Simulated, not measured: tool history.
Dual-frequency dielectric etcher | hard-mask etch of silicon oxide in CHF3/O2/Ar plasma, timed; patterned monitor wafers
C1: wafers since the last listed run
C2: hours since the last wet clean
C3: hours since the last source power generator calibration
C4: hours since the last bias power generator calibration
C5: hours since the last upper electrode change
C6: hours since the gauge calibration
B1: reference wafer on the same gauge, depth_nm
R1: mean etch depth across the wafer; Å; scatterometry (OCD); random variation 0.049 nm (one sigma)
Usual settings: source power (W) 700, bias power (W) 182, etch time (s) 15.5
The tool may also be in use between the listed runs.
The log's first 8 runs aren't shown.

Run 9, hour 180.4: usual settings; C1 337; C2 305.8; C3 3355.6; C4 2230.8; C5 5021.7; C6 652.7; B1 30.00. Result: R1 319.7 Å.
Run 10, hour 212.1: usual settings but etch time (s) 14.0; C1 607; C2 337.5; C3 3387.3; C4 2262.5; C5 5053.4; C6 684.4; B1 30.00. Result: R1 287.7 Å.
Run 11, hour 229.5: usual settings but etch time (s) 16.5; C1 333; C2 354.9; C3 3404.7; C4 2279.9; C5 5070.8; C6 701.8; B1 29.99. Result: R1 339.5 Å.
At hour 267.9: upper electrode replaced.
Run 12, hour 268.4: usual settings; C1 285; C2 393.8; C3 3443.6; C4 2318.8; C5 0.5; C6 740.7; B1 30.00. Result: R1 318.1 Å.
Run 13, hour 289.4: usual settings; C1 402; C2 414.8; C3 3464.6; C4 2339.8; C5 21.5; C6 761.7; B1 30.00. Result: R1 317.7 Å.
Run 14, hour 313.4: usual settings but bias power (W) 207; C1 459; C2 438.8; C3 3488.6; C4 2363.8; C5 45.5; C6 785.7; B1 30.00. Result: R1 330.1 Å.
At hour 333.3: gauge calibrated.
Run 15, hour 338.7: usual settings but source power (W) 560, bias power (W) 163; C1 484; C2 464.1; C3 3513.9; C4 2389.1; C5 70.8; C6 5.4; B1 30.01. Result: R1 289.4 Å.
Run 16, hour 358.3: usual settings but source power (W) 760; C1 375; C2 483.7; C3 3533.5; C4 2408.7; C5 90.4; C6 25.0; B1 30.00. Result: R1 325.1 Å.
Run 17, hour 370.5: usual settings but source power (W) 850, bias power (W) 202, etch time (s) 19.0; C1 233; C2 495.9; C3 3545.7; C4 2420.9; C5 102.6; C6 37.2; B1 30.00. Result: R1 424.4 Å.
At hour 389.2: bias power generator calibrated.
At hour 415.9: wet clean of the chamber.
Run 18, hour 416.4: usual settings but source power (W) 860, bias power (W) 161, etch time (s) 11.0; C1 343; C2 0.5; C3 3591.6; C4 27.2; C5 148.5; C6 83.1; B1 30.00. Result: R1 237.9 Å.
Run 19, hour 496.7: usual settings but source power (W) 840; C1 1538; C2 80.8; C3 3671.9; C4 107.5; C5 228.8; C6 163.4; B1 30.00. Result: R1 344.4 Å.
Run 20, hour 509.6: usual settings; C1 247; C2 93.7; C3 3684.8; C4 120.4; C5 241.7; C6 176.3; B1 30.00. Result: R1 325.4 Å.
At hour 527.0: source power generator calibrated.
Run 21, hour 535.7: usual settings but source power (W) 540; C1 423; C2 119.8; C3 8.7; C4 146.5; C5 267.8; C6 202.4; B1 30.01. Result: R1 303.3 Å.
Run 22, hour 563.2: usual settings but source power (W) 600, bias power (W) 196; C1 526; C2 147.3; C3 36.2; C4 174.0; C5 295.3; C6 229.9; B1 29.99. Result: R1 318.6 Å.
Run 23, hour 591.2: usual settings; C1 536; C2 175.3; C3 64.2; C4 202.0; C5 323.3; C6 257.9; B1 29.99. Result: R1 325.0 Å.
Run 24, hour 610.4: usual settings; C1 367; C2 194.5; C3 83.4; C4 221.2; C5 342.5; C6 277.1; B1 30.01. Result: R1 325.0 Å.
Run 25, hour 623.3: usual settings; C1 247; C2 207.4; C3 96.3; C4 234.1; C5 355.4; C6 290.0; B1 29.99. Result: R1 324.1 Å.
Run 26, hour 641.5: usual settings but bias power (W) 206; C1 348; C2 225.6; C3 114.5; C4 252.3; C5 373.6; C6 308.2; B1 30.00. Result: R1 336.9 Å.
Run 27, hour 663.0: usual settings but source power (W) 840, bias power (W) 156, etch time (s) 13.5; C1 411; C2 247.1; C3 136.0; C4 273.8; C5 395.1; C6 329.7; B1 30.01. Result: R1 284.6 Å.
Run 28, hour 683.3: usual settings; C1 388; C2 267.4; C3 156.3; C4 294.1; C5 415.4; C6 350.0; B1 30.00. Result: R1 324.1 Å.
Run 29, hour 699.5: usual settings but source power (W) 810, bias power (W) 200; C1 310; C2 283.6; C3 172.5; C4 310.3; C5 431.6; C6 366.2; B1 30.01. Result: R1 347.6 Å.

Run 30 comes next. What will it give?
Run 30, hour 721.3: usual settings but source power (W) 840; C1 417; C2 305.4; C3 194.3; C4 332.1; C5 453.4; C6 388.0; B1 ?. Result: R1 ?.

{"run 30": {"B1": 30.0, "R1": 340.8}}
Without the tool's hidden state the same run would have given R1 345.0 Å.
